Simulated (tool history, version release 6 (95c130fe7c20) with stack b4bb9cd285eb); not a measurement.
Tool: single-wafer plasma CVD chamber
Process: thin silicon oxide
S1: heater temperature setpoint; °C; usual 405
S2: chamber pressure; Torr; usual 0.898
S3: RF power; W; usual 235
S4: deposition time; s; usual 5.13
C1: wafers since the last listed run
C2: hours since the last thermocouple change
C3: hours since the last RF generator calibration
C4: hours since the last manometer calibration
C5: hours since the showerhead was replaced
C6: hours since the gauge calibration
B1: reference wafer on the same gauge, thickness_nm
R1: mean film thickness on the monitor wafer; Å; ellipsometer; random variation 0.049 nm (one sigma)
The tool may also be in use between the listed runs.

run	hour	S1	S2	S3	S4	C1	C2	C3	C4	C5	C6	B1	R1
1	0	405	0.898	235	5.71	0	1863.3	1776.6	381.9	2555.1	745	11.263	102.4
2	27.9	405	0.898	235	5.71	1000	1891.2	1804.5	409.8	2583	772.9	11.262	102.07
3	52.9	405	0.898	235	5.13	896	1916.2	1829.5	434.8	2608	797.9	11.261	91.77
4	90.9	405	0.898	235	5.13	1362	1954.2	1867.5	472.8	2646	835.9	11.266	91.87
5	131.1	405	0.898	235	5.13	1441	1994.4	1907.7	513	2686.2	876.1	11.252	91.54
6	242.8	405	0.898	235	5.13	4005	2106.1	2019.4	624.7	2797.9	987.8	11.26	90.24
7	280.2	405	0.898	235	5.13	1341	2143.5	2056.8	662.1	2835.3	1025.2	11.27	90.65
8	347	405	0.898	235	5.13	2395	2210.3	2123.6	728.9	2902.1	1092	11.269	89.62
9	399.8	405	0.898	270	5.13	1893	2263.1	2176.4	781.7	2954.9	1144.8	11.273	96.41
10	467.9	405	0.898	270	5.13	2442	2331.2	2244.5	849.8	3023	1212.9	11.26	96.11
11	503.2	405	0.898	235	5.13	1265	2366.5	2279.8	885.1	3058.3	1248.2	11.264	88.86
# hour 521.8: gauge calibrated
# hour 615.6: showerhead replaced
# hour 615.7: RF generator calibrated
12	643.2	405	0.898	235	5.13	4728	2506.5	27.5	1025.1	27.6	121.4	11.25	91.9
# hour 712.4: thermocouple changed; heater temperature recalibrated
13	712.9	405	0.898	235	5.13	2212	0.5	97.2	1094.8	97.3	191.1	11.267	91.6
14	776.5	405	0.766	235	5.13	2280	64.1	160.8	1158.4	160.9	254.7	11.267	79.85
15	819.7	405	0.898	235	5.13	1549	107.3	204	1201.6	204.1	297.9	11.265	90.55
16	870.8	405	0.898	235	5.71	1832	158.4	255.1	1252.7	255.2	349	11.265	100.89
17	910.4	392	1.087	235	4.45	1420	198	294.7	1292.3	294.8	388.6	11.258	92.18
18	943.7	405	0.898	260	5.13	1194	231.3	328	1325.6	328.1	421.9	11.262	96.66
# hour 968.5: capacitance manometer re-zeroed and calibrated
19	1013.7	420	0.898	210	5.13	2223	301.3	398	45.2	398.1	491.9	11.274	87.48
20	1080.7	405	0.898	235	5.13	2402	368.3	465	112.2	465.1	558.9	11.262	94.49
21	1118.6	392	0.822	260	4.23	1359	406.2	502.9	150.1	503	596.8	11.27	78.78
22	1151.2	391	0.753	235	5.13	1169	438.8	535.5	182.7	535.6	629.4	11.258	83.45
23	1201.7	391	0.898	265	5.13	1811	489.3	586	233.2	586.1	679.9	11.261	102.23
24	1267	405	0.836	235	5.83	2341	554.6	651.3	298.5	651.4	745.2	11.253	101.44

Forecast each of these 3 alternatives for the next run:
A	1267.4	405	0.898	235	4.74	14	555	651.7	298.9	651.8	745.6	?	?
B	1267.4	420	0.898	270	5.13	14	555	651.7	298.9	651.8	745.6	?	?
C	1267.4	410	0.787	235	4.36	14	555	651.7	298.9	651.8	745.6	?	?

run	B1	R1
A	11.272	87.07
B	11.272	101.25
C	11.272	71.87
Without the tool's hidden state the same runs would have given:
run	R1
A	89.1
B	103.5
C	73.67
